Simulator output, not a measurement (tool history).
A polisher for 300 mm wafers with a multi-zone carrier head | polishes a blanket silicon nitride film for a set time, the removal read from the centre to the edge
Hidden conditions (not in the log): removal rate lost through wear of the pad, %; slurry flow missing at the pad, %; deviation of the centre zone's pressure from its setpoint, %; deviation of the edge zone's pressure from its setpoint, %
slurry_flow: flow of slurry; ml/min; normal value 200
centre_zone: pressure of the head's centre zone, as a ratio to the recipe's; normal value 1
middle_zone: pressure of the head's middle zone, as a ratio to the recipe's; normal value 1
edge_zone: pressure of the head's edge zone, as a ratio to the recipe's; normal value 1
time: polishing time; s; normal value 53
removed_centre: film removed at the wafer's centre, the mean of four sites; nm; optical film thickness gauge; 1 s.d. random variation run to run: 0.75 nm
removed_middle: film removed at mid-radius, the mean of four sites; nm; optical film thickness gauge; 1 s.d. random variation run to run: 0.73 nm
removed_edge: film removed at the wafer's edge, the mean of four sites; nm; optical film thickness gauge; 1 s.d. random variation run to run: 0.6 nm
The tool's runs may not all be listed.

| run | hour | slurry_flow | centre_zone | middle_zone | edge_zone | time | wafers since the last listed run | wafers polished on this pad | hours since the slurry nozzle was cleaned | hours since the centre zone pressure was calibrated | hours since the edge zone pressure was calibrated | hours since the carrier head's membrane was replaced | incoming thickness of the incoming film, nm | removed_centre | removed_middle | removed_edge |
|---|---|---|---|---|---|---|---|---|---|---|---|---|---|---|---|---|
| 1 | 0 | 150 | 1.03 | 1 | 1.07 | 53 | 0 | 547 | 922.3 | 402.5 | 530.4 | 390.5 | 911.2 | 55 | 53.4 | 59.2 |
|  | 9.1 | slurry nozzle cleaned |
| 2 | 39.7 | 150 | 1 | 1.03 | 0.9 | 35 | 419 | 967 | 30.6 | 442.2 | 570.1 | 430.2 | 894.6 | 42.1 | 42.3 | 41.2 |
| 3 | 101.5 | 200 | 1 | 1 | 1 | 53 | 670 | 1637 | 92.4 | 504 | 631.9 | 492 | 910.6 | 67.4 | 67.4 | 65.9 |
|  | 119 | centre zone pressure recalibrated |
| 4 | 139 | 200 | 1.11 | 1.05 | 0.96 | 36 | 385 | 2022 | 129.9 | 20 | 669.4 | 529.5 | 905.1 | 50.7 | 46 | 44.7 |
| 5 | 187.5 | 150 | 1 | 1 | 1 | 53 | 526 | 2549 | 178.4 | 68.5 | 717.9 | 578 | 900.9 | 64 | 62.7 | 63.2 |
| 6 | 217 | 180 | 1 | 1 | 1 | 53 | 319 | 2869 | 207.9 | 98 | 747.4 | 607.5 | 910.5 | 66.3 | 65 | 65.3 |
| 7 | 276.4 | 200 | 1 | 1.12 | 1 | 53 | 644 | 3513 | 267.3 | 157.4 | 806.8 | 666.9 | 899.5 | 66.1 | 69.1 | 66.3 |
| 8 | 337.1 | 140 | 1 | 1 | 0.9 | 53 | 658 | 4171 | 328 | 218.1 | 867.5 | 727.6 | 890 | 62.2 | 61 | 60.7 |
| 9 | 389.7 | 200 | 1 | 1 | 0.89 | 61 | 570 | 4742 | 380.6 | 270.7 | 920.1 | 780.2 | 894.5 | 75.9 | 74.8 | 72.9 |
| 10 | 450.4 | 200 | 1 | 1.05 | 1 | 53 | 658 | 5400 | 441.3 | 331.4 | 980.8 | 840.9 | 907.4 | 66.4 | 67.2 | 66.1 |
| 11 | 485.5 | 200 | 1 | 1 | 1 | 53 | 380 | 5781 | 476.4 | 366.5 | 1015.9 | 876 | 907.7 | 65.7 | 64.1 | 64.1 |
|  | 513.6 | worn pad replaced by a new one, of another model than before |
| 12 | 530 | 135 | 0.89 | 1.08 | 1 | 53 | 439 | 178 | 520.9 | 411 | 1060.4 | 920.5 | 895.4 | 56.2 | 65.3 | 62.7 |
| 13 | 588.2 | 200 | 1 | 0.91 | 1 | 60 | 631 | 809 | 579.1 | 469.2 | 1118.6 | 978.7 | 893.9 | 74.6 | 70.4 | 75.1 |
|  | 694.4 | centre zone pressure recalibrated |
| 14 | 730.1 | 180 | 1.12 | 1 | 1 | 53 | 1517 | 2326 | 721 | 35.7 | 1260.5 | 1120.6 | 887.6 | 69.3 | 63.1 | 64 |
| 15 | 783.8 | 255 | 1 | 1 | 0.93 | 42 | 582 | 2909 | 774.7 | 89.4 | 1314.2 | 1174.3 | 898.5 | 51.9 | 51.7 | 51.5 |
| 16 | 843.5 | 200 | 0.96 | 1 | 1 | 53 | 647 | 3556 | 834.4 | 149.1 | 1373.9 | 1234 | 904.6 | 59.5 | 61.5 | 65 |

Predict the results of run 17:
|  | 847.5 | slurry nozzle cleaned |
| 17 | 883.4 | 265 | 1.07 | 1 | 1.04 | 47 | 421 | 3978 | 35.9 | 189 | 1413.8 | 1273.9 | 892.5 | ? | ? | ? |

Run 17 yielded removed_centre 66.7 nm, removed_middle 59.5 nm, removed_edge 61.7 nm.
The same run, on a tool lacking any hidden state, would have yielded removed_centre 67 nm, removed_middle 59.7 nm, removed_edge 61.9 nm.
